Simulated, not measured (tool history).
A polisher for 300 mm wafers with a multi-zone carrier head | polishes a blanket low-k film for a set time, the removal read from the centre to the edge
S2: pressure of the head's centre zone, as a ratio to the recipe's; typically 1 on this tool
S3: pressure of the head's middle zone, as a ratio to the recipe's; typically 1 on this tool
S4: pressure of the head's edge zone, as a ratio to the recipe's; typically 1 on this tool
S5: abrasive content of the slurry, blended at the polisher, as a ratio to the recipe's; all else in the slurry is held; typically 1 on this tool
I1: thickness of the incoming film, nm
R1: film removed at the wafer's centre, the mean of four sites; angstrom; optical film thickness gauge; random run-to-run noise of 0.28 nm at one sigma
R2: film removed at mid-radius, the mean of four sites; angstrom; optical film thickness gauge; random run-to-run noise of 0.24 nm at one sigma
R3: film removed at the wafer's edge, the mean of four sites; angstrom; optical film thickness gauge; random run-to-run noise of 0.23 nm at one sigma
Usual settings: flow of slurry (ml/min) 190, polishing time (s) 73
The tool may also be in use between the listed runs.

run 1 day=0 | flow_of_slurry_(ml/min)=190 S2=1 S3=1 S4=1 S5=1.1 polishing_time_(s)=73 | I1=695.8 | R1=205 R2=202 R3=210
run 2 day=1.225 | flow_of_slurry_(ml/min)=190 S2=1.08 S3=1 S4=1.09 S5=1 polishing_time_(s)=73 | I1=699.5 | R1=211 R2=198 R3=211
run 3 day=2.092 | flow_of_slurry_(ml/min)=190 S2=1.08 S3=1 S4=1.09 S5=1 polishing_time_(s)=73 | I1=689.6 | R1=213 R2=192 R3=209
run 4 day=3.2 | flow_of_slurry_(ml/min)=190 S2=0.91 S3=1 S4=1 S5=1 polishing_time_(s)=73 | I1=692.4 | R1=178 R2=200 R3=207
-- day=4.288 worn pad replaced by a new one
run 5 day=4.521 | flow_of_slurry_(ml/min)=190 S2=1 S3=1 S4=1 S5=1 polishing_time_(s)=73 | I1=674.8 | R1=192 R2=196 R3=206
-- day=5.642 slurry nozzle cleaned
run 6 day=5.683 | flow_of_slurry_(ml/min)=190 S2=1 S3=1 S4=1 S5=1 polishing_time_(s)=73 | I1=684.1 | R1=205 R2=208 R3=210
run 7 day=6.246 | flow_of_slurry_(ml/min)=190 S2=1 S3=1 S4=1 S5=1 polishing_time_(s)=73 | I1=697.6 | R1=203 R2=209 R3=208
-- day=8.612 centre zone pressure recalibrated
run 8 day=9.942 | flow_of_slurry_(ml/min)=190 S2=1 S3=1 S4=1 S5=1 polishing_time_(s)=73 | I1=702.6 | R1=196 R2=196 R3=207
-- day=10.862 edge zone pressure recalibrated
run 9 day=11.104 | flow_of_slurry_(ml/min)=125 S2=1.1 S3=0.95 S4=1 S5=1 polishing_time_(s)=73 | I1=677.3 | R1=202 R2=177 R3=196
-- day=11.467 worn pad replaced by a new one
run 10 day=12.162 | flow_of_slurry_(ml/min)=190 S2=1 S3=0.9 S4=1 S5=1 polishing_time_(s)=73 | I1=694.8 | R1=195 R2=183 R3=207
run 11 day=13.317 | flow_of_slurry_(ml/min)=125 S2=1.1 S3=0.95 S4=1 S5=1 polishing_time_(s)=73 | I1=688.3 | R1=200 R2=177 R3=197
run 12 day=14.321 | flow_of_slurry_(ml/min)=190 S2=1.12 S3=0.93 S4=1 S5=1 polishing_time_(s)=73 | I1=689.8 | R1=216 R2=181 R3=204
run 13 day=15.029 | flow_of_slurry_(ml/min)=190 S2=1 S3=1 S4=1 S5=1 polishing_time_(s)=91 | I1=702.1 | R1=242 R2=244 R3=253
run 14 day=16.046 | flow_of_slurry_(ml/min)=190 S2=1.04 S3=1 S4=1 S5=0.8 polishing_time_(s)=73 | I1=702.4 | R1=183 R2=179 R3=187

The next listed run, before its measurement:
-- day=16.971 worn pad replaced by a new one
-- day=17.354 slurry nozzle cleaned
-- day=19.871 carrier head's membrane replaced by a new one
run 15 day=20.058 | flow_of_slurry_(ml/min)=190 S2=1 S3=1 S4=1 S5=1 polishing_time_(s)=73 | I1=689.7 | R1=? R2=? R3=?

{"run 15": {"R1": 196, "R2": 205, "R3": 205}}
Were there no unlogged condition in the tool, this run, its random variation unchanged, would have produced R1 204 angstrom, R2 213 angstrom, R3 210 angstrom.
